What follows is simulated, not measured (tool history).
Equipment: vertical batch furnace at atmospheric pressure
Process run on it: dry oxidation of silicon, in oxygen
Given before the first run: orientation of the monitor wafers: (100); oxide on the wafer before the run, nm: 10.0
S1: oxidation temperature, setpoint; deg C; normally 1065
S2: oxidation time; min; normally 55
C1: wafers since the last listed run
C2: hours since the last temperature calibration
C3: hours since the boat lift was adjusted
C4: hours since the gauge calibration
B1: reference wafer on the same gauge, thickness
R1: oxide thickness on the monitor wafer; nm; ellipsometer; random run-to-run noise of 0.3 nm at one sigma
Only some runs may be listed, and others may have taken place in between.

| run | hour | S1 | S2 | C1 | C2 | C3 | C4 | B1 | R1 |
|---|---|---|---|---|---|---|---|---|---|
| 1 | 0 | 1065 | 55 | 0 | 1794.5 | 4121.9 | 64.7 | 94.6 | 87.14 |
| 2 | 76.1 | 1065 | 55 | 1133 | 1870.6 | 4198 | 140.8 | 94.55 | 87.66 |
| 3 | 125.2 | 1065 | 55 | 731 | 1919.7 | 4247.1 | 189.9 | 94.6 | 87.07 |
| 4 | 208 | 1073 | 74.5 | 1233 | 2002.5 | 4329.9 | 272.7 | 94.62 | 111.89 |
| 5 | 273.1 | 1073 | 74.5 | 969 | 2067.6 | 4395 | 337.8 | 94.54 | 111.92 |
| 6 | 353.6 | 1065 | 55 | 1199 | 2148.1 | 4475.5 | 418.3 | 94.59 | 87.98 |
| 7 | 391.7 | 1065 | 55 | 567 | 2186.2 | 4513.6 | 456.4 | 94.62 | 87.81 |
| 8 | 484.4 | 1065 | 55 | 1380 | 2278.9 | 4606.3 | 549.1 | 94.63 | 87.83 |
| 9 | 573.6 | 1065 | 36.5 | 1328 | 2368.1 | 4695.5 | 638.3 | 94.67 | 68.56 |
| 10 | 650.8 | 1065 | 34.5 | 1149 | 2445.3 | 4772.7 | 715.5 | 94.59 | 66.81 |
| 11 | 709.4 | 1065 | 34.5 | 872 | 2503.9 | 4831.3 | 774.1 | 94.58 | 66.88 |
|  | 787.4 | boat lift adjusted |
| 12 | 787.9 | 1065 | 55 | 811 | 2582.4 | 0.5 | 852.6 | 94.61 | 88.6 |
|  | 839.9 | thermocouples replaced and temperature profile calibrated |
| 13 | 840.3 | 1065 | 55 | 423 | 0.4 | 52.9 | 905 | 94.57 | 89.74 |
| 14 | 928.3 | 1065 | 55 | 1310 | 88.4 | 140.9 | 993 | 94.58 | 90.56 |
| 15 | 977.6 | 1042 | 66.5 | 734 | 137.7 | 190.2 | 1042.3 | 94.61 | 84.37 |
| 16 | 1045.3 | 1065 | 44 | 1008 | 205.4 | 257.9 | 1110 | 94.62 | 79.02 |
|  | 1055.3 | gauge calibrated |
|  | 1140.6 | thermocouples replaced and temperature profile calibrated, repeated, since the last time left the tool worse |
| 17 | 1141.1 | 1089 | 63 | 1069 | 0.5 | 353.7 | 85.8 | 94.53 | 111.48 |
| 18 | 1183.9 | 1065 | 81 | 637 | 43.3 | 396.5 | 128.6 | 94.58 | 108.87 |
| 19 | 1272.9 | 1087 | 55 | 1325 | 132.3 | 485.5 | 217.6 | 94.58 | 100.61 |
| 20 | 1339.2 | 1065 | 55 | 987 | 198.6 | 551.8 | 283.9 | 94.66 | 86.53 |
| 21 | 1441.7 | 1065 | 55 | 1526 | 301.1 | 654.3 | 386.4 | 94.59 | 85.93 |
| 22 | 1525.6 | 1047 | 35 | 1249 | 385 | 738.2 | 470.3 | 94.69 | 56.98 |
| 23 | 1608.6 | 1065 | 55 | 1236 | 468 | 821.2 | 553.3 | 94.65 | 85.84 |
| 24 | 1670.3 | 1065 | 31 | 919 | 529.7 | 882.9 | 615 | 94.58 | 60.92 |

What will run 25 give?
| 25 | 1750.7 | 1052 | 78.5 | 1197 | 610.1 | 963.3 | 695.4 | ? | ? |

{"run 25": {"B1": 94.62, "R1": 96.23}}
If the tool had no hidden condition, the same run with the same run-to-run variation would have returned R1 96.01 nm.
